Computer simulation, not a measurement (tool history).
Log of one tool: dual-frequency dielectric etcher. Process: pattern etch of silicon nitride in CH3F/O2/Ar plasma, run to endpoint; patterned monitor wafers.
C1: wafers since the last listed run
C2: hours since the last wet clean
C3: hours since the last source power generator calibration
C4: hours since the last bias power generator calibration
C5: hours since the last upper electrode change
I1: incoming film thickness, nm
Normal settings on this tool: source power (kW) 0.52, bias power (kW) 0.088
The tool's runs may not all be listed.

{"run": 1, "hour": 0.0, "source power (kW)": 0.58, "bias power (kW)": 0.088, "C1": 0, "C2": 507.4, "C3": 2410.6, "C4": 1529.8, "C5": 5530.6, "I1": 30.48, "endpoint time (s)": 38.8}
{"hour": 91.3, "done": "wet clean of the chamber"}
{"run": 2, "hour": 91.8, "source power (kW)": 0.43, "bias power (kW)": 0.088, "C1": 563, "C2": 0.5, "C3": 2502.4, "C4": 1621.6, "C5": 5622.4, "I1": 30.74, "endpoint time (s)": 43.5}
{"run": 3, "hour": 105.8, "source power (kW)": 0.43, "bias power (kW)": 0.088, "C1": 116, "C2": 14.5, "C3": 2516.4, "C4": 1635.6, "C5": 5636.4, "I1": 30.79, "endpoint time (s)": 43.7}
{"run": 4, "hour": 170.1, "source power (kW)": 0.52, "bias power (kW)": 0.088, "C1": 534, "C2": 78.8, "C3": 2580.7, "C4": 1699.9, "C5": 5700.7, "I1": 30.71, "endpoint time (s)": 40.2}
{"run": 5, "hour": 221.7, "source power (kW)": 0.52, "bias power (kW)": 0.088, "C1": 428, "C2": 130.4, "C3": 2632.3, "C4": 1751.5, "C5": 5752.3, "I1": 30.83, "endpoint time (s)": 40.4}
{"run": 6, "hour": 252.1, "source power (kW)": 0.52, "bias power (kW)": 0.088, "C1": 252, "C2": 160.8, "C3": 2662.7, "C4": 1781.9, "C5": 5782.7, "I1": 30.68, "endpoint time (s)": 40.1}
{"run": 7, "hour": 292.6, "source power (kW)": 0.61, "bias power (kW)": 0.082, "C1": 336, "C2": 201.3, "C3": 2703.2, "C4": 1822.4, "C5": 5823.2, "I1": 30.69, "endpoint time (s)": 39}
{"run": 8, "hour": 353.1, "source power (kW)": 0.61, "bias power (kW)": 0.082, "C1": 502, "C2": 261.8, "C3": 2763.7, "C4": 1882.9, "C5": 5883.7, "I1": 30.48, "endpoint time (s)": 38.9}
{"hour": 417.8, "done": "source power generator calibrated"}
{"run": 9, "hour": 423.6, "source power (kW)": 0.61, "bias power (kW)": 0.082, "C1": 552, "C2": 332.3, "C3": 5.8, "C4": 1953.4, "C5": 5954.2, "I1": 30.73, "endpoint time (s)": 39.3}
{"run": 10, "hour": 467.6, "source power (kW)": 0.52, "bias power (kW)": 0.088, "C1": 365, "C2": 376.3, "C3": 49.8, "C4": 1997.4, "C5": 5998.2, "I1": 30.71, "endpoint time (s)": 40.6}
{"hour": 526.4, "done": "upper electrode replaced"}
{"run": 11, "hour": 534.4, "source power (kW)": 0.52, "bias power (kW)": 0.088, "C1": 355, "C2": 443.1, "C3": 116.6, "C4": 2064.2, "C5": 8, "I1": 30.53, "endpoint time (s)": 40.5}
{"run": 12, "hour": 604.8, "source power (kW)": 0.48, "bias power (kW)": 0.082, "C1": 584, "C2": 513.5, "C3": 187, "C4": 2134.6, "C5": 78.4, "I1": 30.58, "endpoint time (s)": 43.9}
{"run": 13, "hour": 658.0, "source power (kW)": 0.45, "bias power (kW)": 0.074, "C1": 441, "C2": 566.7, "C3": 240.2, "C4": 2187.8, "C5": 131.6, "I1": 30.78, "endpoint time (s)": 48.7}
{"hour": 726.5, "done": "wet clean of the chamber"}
{"run": 14, "hour": 850.4, "source power (kW)": 0.43, "bias power (kW)": 0.107, "C1": 1398, "C2": 123.9, "C3": 432.6, "C4": 2380.2, "C5": 324, "I1": 30.29, "endpoint time (s)": 38.9}
{"run": 15, "hour": 914.0, "source power (kW)": 0.52, "bias power (kW)": 0.101, "C1": 528, "C2": 187.5, "C3": 496.2, "C4": 2443.8, "C5": 387.6, "I1": 30.48, "endpoint time (s)": 37.4}
{"run": 16, "hour": 956.5, "source power (kW)": 0.44, "bias power (kW)": 0.088, "C1": 352, "C2": 230, "C3": 538.7, "C4": 2486.3, "C5": 430.1, "I1": 30.51, "endpoint time (s)": 43.6}
{"run": 17, "hour": 1069.8, "source power (kW)": 0.61, "bias power (kW)": 0.082, "C1": 940, "C2": 343.3, "C3": 652, "C4": 2599.6, "C5": 543.4, "I1": 30.65, "endpoint time (s)": 39.5}
{"run": 18, "hour": 1116.6, "source power (kW)": 0.58, "bias power (kW)": 0.105, "C1": 388, "C2": 390.1, "C3": 698.8, "C4": 2646.4, "C5": 590.2, "I1": 30.8, "endpoint time (s)": 35.6}
{"run": 19, "hour": 1168.0, "source power (kW)": 0.48, "bias power (kW)": 0.074, "C1": 426, "C2": 441.5, "C3": 750.2, "C4": 2697.8, "C5": 641.6, "I1": 30.82, "endpoint time (s)": 47.5}
{"run": 20, "hour": 1235.1, "source power (kW)": 0.56, "bias power (kW)": 0.096, "C1": 557, "C2": 508.6, "C3": 817.3, "C4": 2764.9, "C5": 708.7, "I1": 30.69, "endpoint time (s)": 38.2}
{"hour": 1320.2, "done": "bias power generator calibrated"}
{"hour": 1326.1, "done": "wet clean of the chamber"}
{"run": 21, "hour": 1326.6, "source power (kW)": 0.46, "bias power (kW)": 0.099, "C1": 677, "C2": 0.5, "C3": 908.8, "C4": 6.4, "C5": 800.2, "I1": 30.45, "endpoint time (s)": 39.1}
{"run": 22, "hour": 1344.1, "source power (kW)": 0.52, "bias power (kW)": 0.094, "C1": 145, "C2": 18, "C3": 926.3, "C4": 23.9, "C5": 817.7, "I1": 30.44, "endpoint time (s)": 38.3}
{"run": 23, "hour": 1405.9, "source power (kW)": 0.44, "bias power (kW)": 0.088, "C1": 513, "C2": 79.8, "C3": 988.1, "C4": 85.7, "C5": 879.5, "I1": 30.79, "endpoint time (s)": 43.2}
{"run": 24, "hour": 1480.3, "source power (kW)": 0.52, "bias power (kW)": 0.088, "C1": 617, "C2": 154.2, "C3": 1062.5, "C4": 160.1, "C5": 953.9, "I1": 30.57, "endpoint time (s)": 40.2}
{"run": 25, "hour": 1527.5, "source power (kW)": 0.52, "bias power (kW)": 0.071, "C1": 392, "C2": 201.4, "C3": 1109.7, "C4": 207.3, "C5": 1001.1, "I1": 30.79, "endpoint time (s)": 46.1}
{"run": 26, "hour": 1589.8, "source power (kW)": 0.4, "bias power (kW)": 0.096, "C1": 517, "C2": 263.7, "C3": 1172, "C4": 269.6, "C5": 1063.4, "I1": 30.65, "endpoint time (s)": 43.5}
{"run": 27, "hour": 1622.4, "source power (kW)": 0.43, "bias power (kW)": 0.104, "C1": 270, "C2": 296.3, "C3": 1204.6, "C4": 302.2, "C5": 1096, "I1": 30.97, "endpoint time (s)": 40.5}
{"run": 28, "hour": 1684.8, "source power (kW)": 0.52, "bias power (kW)": 0.088, "C1": 518, "C2": 358.7, "C3": 1267, "C4": 364.6, "C5": 1158.4, "I1": 30.7, "endpoint time (s)": 41}
{"run": 29, "hour": 1725.9, "source power (kW)": 0.52, "bias power (kW)": 0.088, "C1": 341, "C2": 399.8, "C3": 1308.1, "C4": 405.7, "C5": 1199.5, "I1": 30.73, "endpoint time (s)": 40.7}
{"run": 30, "hour": 1754.4, "source power (kW)": 0.64, "bias power (kW)": 0.088, "C1": 236, "C2": 428.3, "C3": 1336.6, "C4": 434.2, "C5": 1228, "I1": 30.78, "endpoint time (s)": 37.5}
{"run": 31, "hour": 1784.7, "source power (kW)": 0.43, "bias power (kW)": 0.079, "C1": 251, "C2": 458.6, "C3": 1366.9, "C4": 464.5, "C5": 1258.3, "I1": 30.52, "endpoint time (s)": 47.2}
{"hour": 1852.0, "done": "wet clean of the chamber"}
{"run": 32, "hour": 1852.5, "source power (kW)": 0.56, "bias power (kW)": 0.071, "C1": 363, "C2": 0.5, "C3": 1434.7, "C4": 532.3, "C5": 1326.1, "I1": 30.6, "endpoint time (s)": 43.9}
{"run": 33, "hour": 1892.8, "source power (kW)": 0.47, "bias power (kW)": 0.078, "C1": 334, "C2": 40.8, "C3": 1475, "C4": 572.6, "C5": 1366.4, "I1": 30.63, "endpoint time (s)": 44.9}
{"run": 34, "hour": 1958.3, "source power (kW)": 0.57, "bias power (kW)": 0.088, "C1": 543, "C2": 106.3, "C3": 1540.5, "C4": 638.1, "C5": 1431.9, "I1": 30.39, "endpoint time (s)": 38.6}
{"run": 35, "hour": 2009.4, "source power (kW)": 0.6, "bias power (kW)": 0.109, "C1": 424, "C2": 157.4, "C3": 1591.6, "C4": 689.2, "C5": 1483, "I1": 30.61, "endpoint time (s)": 33.6}
{"run": 36, "hour": 2070.9, "source power (kW)": 0.52, "bias power (kW)": 0.106, "C1": 510, "C2": 218.9, "C3": 1653.1, "C4": 750.7, "C5": 1544.5, "I1": 30.78, "endpoint time (s)": 36.9}

A few steps of endpoint time (s) between consecutive runs. Split each: what settings, incoming material and random variation would produce without the hidden state, and what is left over for the hidden state, along with gauge scatter present in only one of the two compared results (measured, and without hidden state):
The hidden state here: etch rate over this chamber's usual, %; source power that arrives over what is set, %; bias power that arrives over what is set, %.
Run 1 -> 2: source power (kW) 0.58 -> 0.43, wet clean of the chamber. endpoint time (s) +4.7: hidden state -1.3, all else +6.
Run 13 -> 14: source power (kW) 0.45 -> 0.43, bias power (kW) 0.074 -> 0.107, wet clean of the chamber. endpoint time (s) -9.8: hidden state -0.8, all else -9.
Run 18 -> 19: source power (kW) 0.58 -> 0.48, bias power (kW) 0.105 -> 0.074. endpoint time (s) +11.9: hidden state +0.5, all else +11.4.
Run 20 -> 21: source power (kW) 0.56 -> 0.46, bias power (kW) 0.096 -> 0.099, bias power generator calibrated, wet clean of the chamber. endpoint time (s) +0.9: hidden state -1.3, all else +2.2.
Run 30 -> 31: source power (kW) 0.64 -> 0.43, bias power (kW) 0.088 -> 0.079. endpoint time (s) +9.7: hidden state +0.4, all else +9.3.
Run 31 -> 32: source power (kW) 0.43 -> 0.56, bias power (kW) 0.079 -> 0.071, wet clean of the chamber. endpoint time (s) -3.3: hidden state -1.1, all else -2.2.
